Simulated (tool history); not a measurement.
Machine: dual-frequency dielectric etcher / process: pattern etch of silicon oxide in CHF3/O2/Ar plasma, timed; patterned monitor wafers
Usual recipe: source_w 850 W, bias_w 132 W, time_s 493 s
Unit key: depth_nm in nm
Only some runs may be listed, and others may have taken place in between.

| run | hour | source_w | bias_w | time_s | wafers since the last listed run | hours since the last wet clean | hours since the last source power generator calibration | hours since the last bias power generator calibration | hours since the last upper electrode change | hours since the gauge calibration | read-back reference wafer on the same gauge, depth_nm | depth_nm |
|---|---|---|---|---|---|---|---|---|---|---|---|---|
| 1 | 0 | 770 | 132 | 493 | 0 | 360.7 | 1151.8 | 1147.1 | 2424.4 | 936.2 | 1130.1 | 957.4 |
| 2 | 66.5 | 770 | 132 | 493 | 213 | 427.2 | 1218.3 | 1213.6 | 2490.9 | 1002.7 | 1129.8 | 964.4 |
|  | 168 | wet clean of the chamber |
| 3 | 168.5 | 850 | 132 | 493 | 250 | 0.5 | 1320.3 | 1315.6 | 2592.9 | 1104.7 | 1129.7 | 1030.7 |
| 4 | 230.5 | 850 | 132 | 493 | 199 | 62.5 | 1382.3 | 1377.6 | 2654.9 | 1166.7 | 1130.5 | 1023.1 |
| 5 | 284.3 | 810 | 132 | 493 | 172 | 116.3 | 1436.1 | 1431.4 | 2708.7 | 1220.5 | 1129.5 | 987.4 |
|  | 341.6 | upper electrode replaced |
| 6 | 363 | 810 | 132 | 493 | 175 | 195 | 1514.8 | 1510.1 | 21.4 | 1299.2 | 1129.1 | 997.7 |
| 7 | 434.8 | 850 | 132 | 493 | 230 | 266.8 | 1586.6 | 1581.9 | 93.2 | 1371 | 1129.7 | 1019.1 |
|  | 483.4 | bias power generator calibrated |
| 8 | 530.7 | 850 | 132 | 493 | 295 | 362.7 | 1682.5 | 47.3 | 189.1 | 1466.9 | 1130.5 | 1005.1 |
| 9 | 617.3 | 850 | 132 | 493 | 278 | 449.3 | 1769.1 | 133.9 | 275.7 | 1553.5 | 1130.9 | 1005.6 |
| 10 | 674.6 | 850 | 132 | 493 | 184 | 506.6 | 1826.4 | 191.2 | 333 | 1610.8 | 1130.5 | 1020.3 |
|  | 695.7 | gauge calibrated |
| 11 | 722.6 | 850 | 132 | 536 | 154 | 554.6 | 1874.4 | 239.2 | 381 | 26.9 | 1128.8 | 1112.1 |
|  | 802.5 | wet clean of the chamber |
| 12 | 803 | 730 | 164 | 493 | 181 | 0.5 | 1954.8 | 319.6 | 461.4 | 107.3 | 1129.9 | 1011.4 |
| 13 | 881.9 | 780 | 120 | 350.5 | 253 | 79.4 | 2033.7 | 398.5 | 540.3 | 186.2 | 1129.6 | 663 |
| 14 | 958.3 | 680 | 161 | 553 | 245 | 155.8 | 2110.1 | 474.9 | 616.7 | 262.6 | 1130.1 | 1080.7 |
|  | 1016 | source power generator calibrated |
| 15 | 1060.4 | 850 | 132 | 493 | 315 | 257.9 | 44.4 | 577 | 718.8 | 364.7 | 1129.7 | 1014.7 |
| 16 | 1102.7 | 780 | 132 | 493 | 135 | 300.2 | 86.7 | 619.3 | 761.1 | 407 | 1130.4 | 959.2 |
| 17 | 1188.8 | 850 | 132 | 455.5 | 276 | 386.3 | 172.8 | 705.4 | 847.2 | 493.1 | 1129.9 | 939.2 |
| 18 | 1268.2 | 790 | 152 | 493 | 255 | 465.7 | 252.2 | 784.8 | 926.6 | 572.5 | 1129.2 | 1027.9 |
|  | 1461.2 | wet clean of the chamber |
| 19 | 1503.3 | 850 | 132 | 493 | 678 | 42.1 | 487.3 | 1019.9 | 1161.7 | 807.6 | 1130.1 | 1023.3 |
| 20 | 1573.5 | 690 | 132 | 493 | 225 | 112.3 | 557.5 | 1090.1 | 1231.9 | 877.8 | 1129.4 | 911.6 |
| 21 | 1666 | 730 | 164 | 493 | 297 | 204.8 | 650 | 1182.6 | 1324.4 | 970.3 | 1130.8 | 1013.6 |
| 22 | 1724.6 | 670 | 163 | 611.5 | 188 | 263.4 | 708.6 | 1241.2 | 1383 | 1028.9 | 1129.7 | 1190.6 |
| 23 | 1761 | 850 | 141 | 418 | 116 | 299.8 | 745 | 1277.6 | 1419.4 | 1065.3 | 1129.2 | 885.4 |
| 24 | 1854.2 | 850 | 150 | 493 | 299 | 393 | 838.2 | 1370.8 | 1512.6 | 1158.5 | 1129.2 | 1074.3 |
| 25 | 1896 | 790 | 109 | 442 | 134 | 434.8 | 880 | 1412.6 | 1554.4 | 1200.3 | 1129.5 | 833.8 |
| 26 | 1974.8 | 940 | 103 | 626.5 | 253 | 513.6 | 958.8 | 1491.4 | 1633.2 | 1279.1 | 1130 | 1262.5 |
|  | 2001.6 | wet clean of the chamber |
| 27 | 2063.2 | 850 | 102 | 530 | 206 | 61.6 | 1047.2 | 1579.8 | 1721.6 | 1367.5 | 1130 | 1005.6 |
|  | 2084 | bias power generator calibrated |
| 28 | 2100.4 | 1060 | 106 | 400 | 106 | 98.8 | 1084.4 | 16.4 | 1758.8 | 1404.7 | 1129.3 | 857.3 |
| 29 | 2182.9 | 850 | 132 | 493 | 264 | 181.3 | 1166.9 | 98.9 | 1841.3 | 1487.2 | 1130.7 | 1010.3 |

Some steps in depth_nm, run to run, broken into two amounts with sign: the step expected even without the hidden condition (settings, incoming material, random variation), and the rest, left for the hidden condition together with whatever gauge scatter is not in both the measured and the hidden-condition-free result:
What the log doesn't record here: etch rate over this chamber's usual, %; source power that arrives over what is set, %; bias power that arrives over what is set, %; gauge reads high (%).
Run 7 -> 8: bias power generator calibrated. depth_nm -14 nm: hidden state -13.9, all else -0.1.
Run 13 -> 14: source_w 780 -> 680, bias_w 120 -> 161, time_s 350.5 -> 553. depth_nm +417.7 nm: hidden state +3.9, all else +413.8.
Run 25 -> 26: source_w 790 -> 940, bias_w 109 -> 103, time_s 442 -> 626.5. depth_nm +428.7 nm: hidden state +7, all else +421.7.
Run 27 -> 28: source_w 850 -> 1060, bias_w 102 -> 106, time_s 530 -> 400, bias power generator calibrated. depth_nm -148.3 nm: hidden state -17.2, all else -131.1.
